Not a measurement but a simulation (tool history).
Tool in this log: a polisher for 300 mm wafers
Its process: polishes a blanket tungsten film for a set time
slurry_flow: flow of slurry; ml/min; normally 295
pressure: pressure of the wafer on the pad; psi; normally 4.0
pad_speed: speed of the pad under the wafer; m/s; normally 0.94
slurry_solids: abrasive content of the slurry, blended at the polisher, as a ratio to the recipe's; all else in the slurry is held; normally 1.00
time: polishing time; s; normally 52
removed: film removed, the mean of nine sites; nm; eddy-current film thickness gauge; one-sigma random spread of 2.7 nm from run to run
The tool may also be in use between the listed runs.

run     day  slurry_flow  pressure  pad_speed  slurry_solids  time  incoming thickness of the incoming film, nm  removed
  1   0.000          295       4.0       0.94           1.00    52                                        821.5    215.9
      0.446  -- worn pad replaced by a new one
      0.667  -- slurry blender recalibrated
      1.271  -- head pressure recalibrated
  2   3.325          295       4.0       0.94           1.00    52                                        820.4    217.4
  3   7.646          265       4.0       0.94           1.00    52                                        826.2    202.8
      8.762  -- slurry nozzle cleaned
     10.629  -- slurry tank refilled with fresh slurry and peroxide
     10.962  -- slurry blender recalibrated
  4  11.546          265       4.0       0.94           1.00    52                                        818.4    213.2
     12.854  -- worn pad replaced by a new one
  5  13.638          295       4.0       0.94           1.00    52                                        821.2    206.7
  6  17.462          295       4.0       0.94           1.00    52                                        833.7    204.0
     21.904  -- slurry tank refilled with fresh slurry and peroxide
     22.912  -- slurry blender recalibrated
     23.371  -- worn pad replaced by a new one
  7  25.096          295       4.0       0.94           1.00    52                                        830.6    211.9
  8  29.050          295       4.0       0.94           1.00    52                                        808.2    210.1
  9  30.675          295       4.0       0.94           1.00    52                                        818.9    203.8
     32.696  -- slurry tank refilled with fresh slurry and peroxide
 10  33.950          295       4.0       0.76           1.15    63                                        823.9    213.1
     34.596  -- worn pad replaced by a new one, of another model than before
     34.696  -- slurry blender recalibrated
     34.729  -- slurry nozzle cleaned
     38.333  -- head pressure recalibrated
 11  40.796          295       4.0       0.94           1.00    52                                        835.4    197.3
 12  44.204          295       4.0       0.94           1.15    52                                        832.4    192.9
     44.867  -- worn pad replaced by a new one
     45.204  -- slurry tank refilled with fresh slurry and peroxide
 13  45.771          375       4.0       0.94           0.85    52                                        813.1    215.0
     47.862  -- slurry blender recalibrated
 14  48.617          295       5.0       1.04           1.30    52                                        834.5    281.4
 15  50.667          355       4.0       0.94           1.20    35                                        819.1    152.2
 16  52.267          250       4.0       1.08           1.30    60                                        812.5    283.1
     55.762  -- worn pad replaced by a new one
     56.025  -- slurry tank refilled with fresh slurry and peroxide
 17  56.688          395       4.0       0.66           0.75    63                                        809.6    197.6
     58.917  -- slurry blender recalibrated
 18  59.750          295       4.0       0.94           1.00    52                                        825.5    214.1

Forecast each of these 5 alternatives for the next run:
  A  59.767          295       4.0       0.94           1.00    52                                        828.8        ?
  B  59.767          245       4.0       0.94           1.00    52                                        828.8        ?
  C  59.767          295       2.9       1.16           1.00    62                                        828.8        ?
  D  59.767          295       4.0       1.14           1.00    59                                        828.8        ?
  E  59.767          295       4.0       0.74           1.00    52                                        828.8        ?

run  removed
  A    215.5
  B    209.0
  C    252.1
  D    284.5
  E    180.3
Stripped of hidden state, with their random variation kept, the same runs would have yielded:
run  removed
  A    218.7
  B    212.0
  C    255.8
  D    288.7
  E    182.9
